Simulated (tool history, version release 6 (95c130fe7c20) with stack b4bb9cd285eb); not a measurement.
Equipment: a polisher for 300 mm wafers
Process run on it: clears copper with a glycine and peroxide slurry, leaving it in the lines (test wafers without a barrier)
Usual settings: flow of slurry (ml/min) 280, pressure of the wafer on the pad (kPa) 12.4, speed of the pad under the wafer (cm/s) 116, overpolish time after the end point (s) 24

run    hour  flow of slurry (ml/min)  pressure of the wafer on the pad (kPa)  speed of the pad under the wafer (cm/s)  overpolish time after the end point (s)  wafers since the last listed run  wafers polished on this pad  hours since the slurry nozzle was cleaned  hours since the head pressure was calibrated  incoming thickness of the incoming film, nm  time until the end point was called (s)
  1       0                      280                                    12.4                                      116                                       24                                 0                         1085                                      160.1                                         478.5                                          491                                       95
  2    37.7                      280                                    12.4                                      116                                       19                               215                         1300                                      197.8                                         516.2                                        497.3                                     95.9
       89.2  -- worn pad replaced by a new one
  3   107.6                      280                                    12.4                                      116                                       19                               377                          105                                      267.7                                         586.1                                        499.9                                     97.3
  4   162.7                      280                                    12.4                                      116                                       19                               315                          420                                      322.8                                         641.2                                        502.4                                       97
  5     228                      205                                    12.4                                      106                                       24                               373                          794                                      388.1                                         706.5                                        508.1                                    109.2
  6   295.7                      205                                    12.4                                      106                                       24                               387                         1182                                      455.8                                         774.2                                        496.9                                    108.2
  7   333.1                      280                                    12.4                                      142                                       15                               214                         1396                                      493.2                                         811.6                                        500.5                                       84
      355.9  -- worn pad replaced by a new one
  8   417.8                      280                                    12.4                                      142                                       15                               461                          354                                      577.9                                         896.3                                        499.2                                     83.5
        430  -- slurry nozzle cleaned
  9     504                      280                                    12.4                                      134                                       24                               487                          842                                         74                                         982.5                                        500.7                                     88.7
 10   552.1                      280                                    12.4                                      116                                       24                               275                         1117                                      122.1                                        1030.6                                        506.3                                    101.6
      559.1  -- head pressure recalibrated
      590.6  -- worn pad replaced by a new one
 11   658.4                      280                                      11                                      116                                       17                               574                          388                                      228.4                                          99.3                                        502.6                                    100.9
 12   744.6                      280                                    12.4                                      150                                       24                               493                          881                                      314.6                                         185.5                                        506.7                                     76.8
 13     839                      280                                    15.9                                       90                                       24                               540                         1421                                        409                                         279.9                                        500.5                                     99.7
      869.8  -- worn pad replaced by a new one
 14   890.6                      280                                    12.4                                      116                                       15                               272                          119                                      460.6                                         331.5                                        499.5                                     94.4
 15   935.3                      280                                    12.4                                      152                                       38                               255                          375                                      505.3                                         376.2                                          506                                     76.8
 16  1005.3                      280                                    12.4                                      116                                       24                               400                          775                                      575.3                                         446.2                                        499.1                                       96
     1021.6  -- slurry nozzle cleaned
 17  1080.8                      335                                    12.4                                       94                                       24                               426                         1202                                       59.2                                         521.7                                        495.6                                    111.1
     1138.1  -- worn pad replaced by a new one
 18  1153.4                      335                                    12.4                                       94                                       24                               392                           87                                      131.8                                         594.3                                        499.7                                    110.6
 19  1237.3                      190                                    12.4                                      116                                       24                               480                          568                                      215.7                                         678.2                                        502.6                                    102.1

Had the tool no unlogged condition, and each run kept its random variation, what would the results have been?
What the log doesn't record here: removal rate lost through wear of the pad, %; slurry flow missing at the pad, %; deviation of the head's pressure from its setpoint, %.
run  time until the end point was called (s)
  1                                     91.9
  2                                     92.6
  3                                     93.4
  4                                     92.8
  5                                    104.2
  6                                    102.8
  7                                     79.3
  8                                     78.3
  9                                     82.8
 10                                     94.7
 11                                    100.7
 12                                     76.2
 13                                     98.4
 14                                     92.8
 15                                     75.3
 16                                     93.8
 17                                    108.2
 18                                    107.1
 19                                     98.2

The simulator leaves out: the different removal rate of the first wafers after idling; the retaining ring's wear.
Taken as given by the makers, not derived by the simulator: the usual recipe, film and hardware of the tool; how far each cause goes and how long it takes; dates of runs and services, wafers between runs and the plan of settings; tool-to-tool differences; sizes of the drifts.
